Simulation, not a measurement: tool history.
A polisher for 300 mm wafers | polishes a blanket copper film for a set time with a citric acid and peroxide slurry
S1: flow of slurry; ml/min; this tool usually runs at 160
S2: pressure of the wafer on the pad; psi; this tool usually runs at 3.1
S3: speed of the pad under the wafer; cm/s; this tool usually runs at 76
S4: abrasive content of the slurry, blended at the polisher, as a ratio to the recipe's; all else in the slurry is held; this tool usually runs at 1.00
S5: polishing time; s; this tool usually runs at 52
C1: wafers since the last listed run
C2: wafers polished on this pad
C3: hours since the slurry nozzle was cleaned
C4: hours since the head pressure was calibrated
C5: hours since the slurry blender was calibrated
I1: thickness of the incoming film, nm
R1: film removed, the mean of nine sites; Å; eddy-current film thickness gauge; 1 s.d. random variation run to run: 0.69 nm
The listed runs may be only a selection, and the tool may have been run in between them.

| run | day | S1 | S2 | S3 | S4 | S5 | C1 | C2 | C3 | C4 | C5 | I1 | R1 |
|---|---|---|---|---|---|---|---|---|---|---|---|---|---|
| 1 | 0.000 | 200 | 2.2 | 76 | 1.00 | 52 | 0 | 1394 | 26.2 | 774.2 | 76.9 | 1038.2 | 651 |
| 2 | 0.717 | 160 | 3.1 | 76 | 1.00 | 52 | 174 | 1569 | 43.4 | 791.4 | 94.1 | 1051.5 | 772 |
|  | 4.317 | worn pad replaced by a new one |
| 3 | 5.000 | 160 | 3.1 | 76 | 1.00 | 52 | 1000 | 166 | 146.2 | 894.2 | 196.9 | 1027.4 | 762 |
|  | 5.275 | slurry blender recalibrated |
| 4 | 6.146 | 160 | 3.1 | 76 | 1.00 | 52 | 258 | 424 | 173.7 | 921.7 | 20.9 | 1046.2 | 769 |
| 5 | 6.992 | 160 | 3.1 | 76 | 1.00 | 52 | 205 | 630 | 194.0 | 942.0 | 41.2 | 1032.9 | 752 |
| 6 | 7.946 | 160 | 3.1 | 76 | 1.00 | 52 | 231 | 862 | 216.9 | 964.9 | 64.1 | 1061.3 | 763 |
| 7 | 9.358 | 160 | 3.1 | 76 | 1.00 | 52 | 343 | 1205 | 250.8 | 998.8 | 98.0 | 1039.6 | 754 |
|  | 9.425 | slurry nozzle cleaned |
| 8 | 10.417 | 160 | 3.1 | 92 | 1.00 | 52 | 247 | 1452 | 23.8 | 1024.2 | 123.4 | 1051.6 | 911 |
| 9 | 11.342 | 160 | 3.1 | 76 | 0.80 | 52 | 224 | 1677 | 46.0 | 1046.4 | 145.6 | 1039.3 | 702 |
| 10 | 12.200 | 160 | 3.1 | 76 | 0.80 | 52 | 208 | 1886 | 66.6 | 1067.0 | 166.2 | 1045.7 | 705 |
|  | 13.242 | worn pad replaced by a new one |
| 11 | 13.262 | 135 | 2.1 | 76 | 1.15 | 60 | 217 | 5 | 92.1 | 1092.5 | 191.7 | 1034.2 | 713 |
|  | 14.583 | slurry blender recalibrated |
| 12 | 14.604 | 200 | 3.1 | 58 | 1.00 | 46 | 305 | 311 | 124.3 | 1124.7 | 0.5 | 1043.3 | 533 |
| 13 | 15.846 | 160 | 3.1 | 76 | 1.00 | 52 | 301 | 613 | 154.1 | 1154.5 | 30.3 | 1051.6 | 760 |
|  | 16.912 | head pressure recalibrated |
| 14 | 17.292 | 160 | 3.1 | 76 | 1.00 | 52 | 331 | 944 | 188.8 | 9.1 | 65.0 | 1028.2 | 809 |
| 15 | 18.771 | 160 | 3.1 | 76 | 1.10 | 41 | 359 | 1303 | 224.3 | 44.6 | 100.5 | 1051.6 | 661 |
|  | 20.229 | slurry nozzle cleaned |
| 16 | 21.508 | 160 | 3.1 | 76 | 1.00 | 52 | 655 | 1959 | 30.7 | 110.3 | 166.2 | 1047.3 | 798 |
| 17 | 22.638 | 205 | 3.1 | 76 | 1.10 | 52 | 274 | 2233 | 57.8 | 137.4 | 193.3 | 1036.7 | 856 |
|  | 23.000 | worn pad replaced by a new one |
| 18 | 23.938 | 160 | 3.9 | 76 | 1.00 | 52 | 275 | 227 | 89.0 | 168.6 | 224.5 | 1048.9 | 912 |
|  | 24.467 | slurry blender recalibrated |
| 19 | 24.488 | 205 | 3.1 | 96 | 0.90 | 67 | 113 | 341 | 102.2 | 181.8 | 0.5 | 1026.2 | 1273 |
| 20 | 25.950 | 160 | 3.1 | 76 | 1.00 | 52 | 355 | 696 | 137.3 | 216.9 | 35.6 | 1034.9 | 782 |
| 21 | 28.242 | 160 | 3.1 | 76 | 1.00 | 52 | 557 | 1253 | 192.3 | 271.9 | 90.6 | 1039.9 | 790 |
| 22 | 29.362 | 160 | 2.0 | 76 | 1.20 | 39 | 272 | 1526 | 219.2 | 298.8 | 117.5 | 1048.8 | 491 |
|  | 30.067 | slurry nozzle cleaned |
| 23 | 30.438 | 195 | 2.0 | 88 | 1.00 | 52 | 251 | 1777 | 8.9 | 324.6 | 143.3 | 1024.2 | 719 |
| 24 | 31.083 | 160 | 3.1 | 76 | 1.15 | 52 | 156 | 1934 | 24.4 | 340.1 | 158.8 | 1060.3 | 808 |
|  | 31.467 | worn pad replaced by a new one |
| 25 | 32.321 | 160 | 3.1 | 76 | 0.75 | 52 | 260 | 207 | 54.1 | 369.8 | 188.5 | 1053.9 | 684 |
| 26 | 32.888 | 120 | 3.1 | 92 | 1.20 | 65 | 137 | 345 | 67.7 | 383.4 | 202.1 | 1051.8 | 1150 |
|  | 33.358 | slurry blender recalibrated |
| 27 | 33.421 | 160 | 3.6 | 76 | 0.75 | 52 | 109 | 454 | 80.5 | 396.2 | 1.5 | 1026.7 | 760 |
| 28 | 34.638 | 205 | 3.1 | 90 | 1.00 | 52 | 295 | 750 | 109.7 | 425.4 | 30.7 | 1050.5 | 940 |
| 29 | 35.742 | 160 | 3.1 | 76 | 1.00 | 52 | 268 | 1019 | 136.2 | 451.9 | 57.2 | 1051.0 | 771 |

Here are 5 independent what-if runs from the current tool condition. What would each one return?
| A | 35.758 | 160 | 3.1 | 76 | 1.00 | 52 | 4 | 1023 | 136.6 | 452.3 | 57.6 | 1045.9 | ? |
| B | 35.758 | 160 | 3.1 | 52 | 1.00 | 52 | 4 | 1023 | 136.6 | 452.3 | 57.6 | 1045.9 | ? |
| C | 35.758 | 120 | 3.1 | 68 | 1.00 | 52 | 4 | 1023 | 136.6 | 452.3 | 57.6 | 1045.9 | ? |
| D | 35.758 | 110 | 2.7 | 76 | 1.20 | 52 | 4 | 1023 | 136.6 | 452.3 | 57.6 | 1045.9 | ? |
| E | 35.758 | 160 | 3.1 | 76 | 1.00 | 63 | 4 | 1023 | 136.6 | 452.3 | 57.6 | 1045.9 | ? |

| run | R1 |
|---|---|
| A | 760 |
| B | 528 |
| C | 642 |
| D | 687 |
| E | 921 |
Stripped of hidden state, with their random variation kept, the same runs would have yielded:
| run | R1 |
|---|---|
| A | 803 |
| B | 557 |
| C | 678 |
| D | 726 |
| E | 972 |
